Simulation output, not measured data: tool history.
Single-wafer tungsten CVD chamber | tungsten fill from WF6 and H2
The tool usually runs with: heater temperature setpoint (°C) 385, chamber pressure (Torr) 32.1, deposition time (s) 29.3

| run | hour | heater temperature setpoint (°C) | chamber pressure (Torr) | deposition time (s) | wafers since the last listed run | hours since the last thermocouple change | hours since the last manometer calibration | hours since the showerhead was replaced | hours since the gauge calibration | read-back reference wafer on the same gauge, thickness_nm | mean film thickness on the monitor wafer (Å) |
|---|---|---|---|---|---|---|---|---|---|---|---|
| 1 | 0.0 | 385 | 32.1 | 29.3 | 0 | 312.4 | 1576.3 | 1485.4 | 1734.1 | 57.752 | 644.51 |
|  | 29.2 | gauge calibrated |
| 2 | 83.0 | 385 | 32.1 | 29.3 | 1738 | 395.4 | 1659.3 | 1568.4 | 53.8 | 57.831 | 640.99 |
| 3 | 391.8 | 385 | 32.1 | 29.3 | 6467 | 704.2 | 1968.1 | 1877.2 | 362.6 | 57.773 | 645.68 |
| 4 | 442.0 | 385 | 32.1 | 29.3 | 1051 | 754.4 | 2018.3 | 1927.4 | 412.8 | 57.852 | 648.47 |
| 5 | 483.1 | 385 | 32.1 | 29.3 | 860 | 795.5 | 2059.4 | 1968.5 | 453.9 | 57.775 | 645.14 |
| 6 | 552.9 | 385 | 32.1 | 29.3 | 1461 | 865.3 | 2129.2 | 2038.3 | 523.7 | 57.795 | 647.30 |
| 7 | 607.9 | 385 | 32.1 | 29.3 | 1151 | 920.3 | 2184.2 | 2093.3 | 578.7 | 57.815 | 647.48 |
| 8 | 713.3 | 385 | 32.1 | 29.3 | 2207 | 1025.7 | 2289.6 | 2198.7 | 684.1 | 57.779 | 647.11 |
| 9 | 806.7 | 385 | 32.1 | 29.3 | 1956 | 1119.1 | 2383.0 | 2292.1 | 777.5 | 57.826 | 639.43 |
| 10 | 901.8 | 385 | 32.1 | 29.3 | 1991 | 1214.2 | 2478.1 | 2387.2 | 872.6 | 57.815 | 644.55 |
| 11 | 995.9 | 385 | 32.1 | 29.3 | 1970 | 1308.3 | 2572.2 | 2481.3 | 966.7 | 57.801 | 644.98 |
| 12 | 1094.2 | 385 | 37.2 | 29.3 | 2058 | 1406.6 | 2670.5 | 2579.6 | 1065.0 | 57.804 | 720.97 |
| 13 | 1177.8 | 385 | 37.2 | 29.3 | 1750 | 1490.2 | 2754.1 | 2663.2 | 1148.6 | 57.810 | 719.56 |
| 14 | 1243.8 | 385 | 37.2 | 29.3 | 1382 | 1556.2 | 2820.1 | 2729.2 | 1214.6 | 57.773 | 717.77 |
| 15 | 1295.1 | 385 | 32.1 | 29.3 | 1074 | 1607.5 | 2871.4 | 2780.5 | 1265.9 | 57.808 | 637.97 |
| 16 | 1356.8 | 385 | 25.8 | 29.3 | 1292 | 1669.2 | 2933.1 | 2842.2 | 1327.6 | 57.713 | 530.60 |
|  | 1372.4 | capacitance manometer re-zeroed and calibrated |
| 17 | 1440.1 | 385 | 28.4 | 29.3 | 1577 | 1752.5 | 67.7 | 2925.5 | 1410.9 | 57.842 | 577.57 |
| 18 | 1531.2 | 372 | 29.5 | 23.4 | 1907 | 1843.6 | 158.8 | 3016.6 | 1502.0 | 57.824 | 353.23 |
|  | 1549.0 | showerhead replaced |
| 19 | 1579.2 | 370 | 29.6 | 34.3 | 837 | 1891.6 | 206.8 | 30.2 | 1550.0 | 57.817 | 495.51 |
|  | 1640.1 | thermocouple changed; heater temperature recalibrated |
| 20 | 1665.6 | 385 | 32.1 | 29.3 | 1642 | 25.5 | 293.2 | 116.6 | 1636.4 | 57.805 | 641.79 |
| 21 | 1765.3 | 385 | 36.6 | 25.4 | 2088 | 125.2 | 392.9 | 216.3 | 1736.1 | 57.758 | 614.73 |
|  | 1890.8 | gauge calibrated |
| 22 | 2010.4 | 398 | 26.0 | 29.3 | 5133 | 370.3 | 638.0 | 461.4 | 119.6 | 57.780 | 707.32 |
| 23 | 2050.6 | 372 | 29.5 | 23.4 | 841 | 410.5 | 678.2 | 501.6 | 159.8 | 57.798 | 349.89 |
| 24 | 2139.3 | 376 | 38.0 | 29.3 | 1857 | 499.2 | 766.9 | 590.3 | 248.5 | 57.822 | 593.67 |
| 25 | 2194.4 | 399 | 32.1 | 29.3 | 1154 | 554.3 | 822.0 | 645.4 | 303.6 | 57.806 | 876.35 |
| 26 | 2271.7 | 385 | 32.1 | 29.3 | 1618 | 631.6 | 899.3 | 722.7 | 380.9 | 57.791 | 646.00 |
| 27 | 2355.9 | 399 | 32.1 | 29.3 | 1763 | 715.8 | 983.5 | 806.9 | 465.1 | 57.755 | 877.89 |
| 28 | 2402.0 | 380 | 32.1 | 24.9 | 965 | 761.9 | 1029.6 | 853.0 | 511.2 | 57.775 | 492.55 |
| 29 | 2488.4 | 372 | 39.6 | 29.3 | 1809 | 848.3 | 1116.0 | 939.4 | 597.6 | 57.827 | 553.65 |
| 30 | 2525.6 | 371 | 32.1 | 29.3 | 779 | 885.5 | 1153.2 | 976.6 | 634.8 | 57.854 | 466.96 |
| 31 | 2628.8 | 375 | 32.1 | 29.3 | 2161 | 988.7 | 1256.4 | 1079.8 | 738.0 | 57.829 | 511.45 |

How the hidden state differs across the entries between the runs, from the last listed run before each to the first after it:
Runs 1 to 2: gauge calibrated (hour 29.2)
  no difference in the tool's unlogged condition between these two runs
Runs 16 to 17: capacitance manometer re-zeroed and calibrated (hour 1372.4)
  no difference in the tool's unlogged condition between these two runs
Runs 18 to 19: showerhead replaced (hour 1549.0)
  no difference in the tool's unlogged condition between these two runs
Runs 19 to 20: thermocouple changed; heater temperature recalibrated (hour 1640.1)
  no difference in the tool's unlogged condition between these two runs
Runs 21 to 22: gauge calibrated (hour 1890.8)
  no difference in the tool's unlogged condition between these two runs
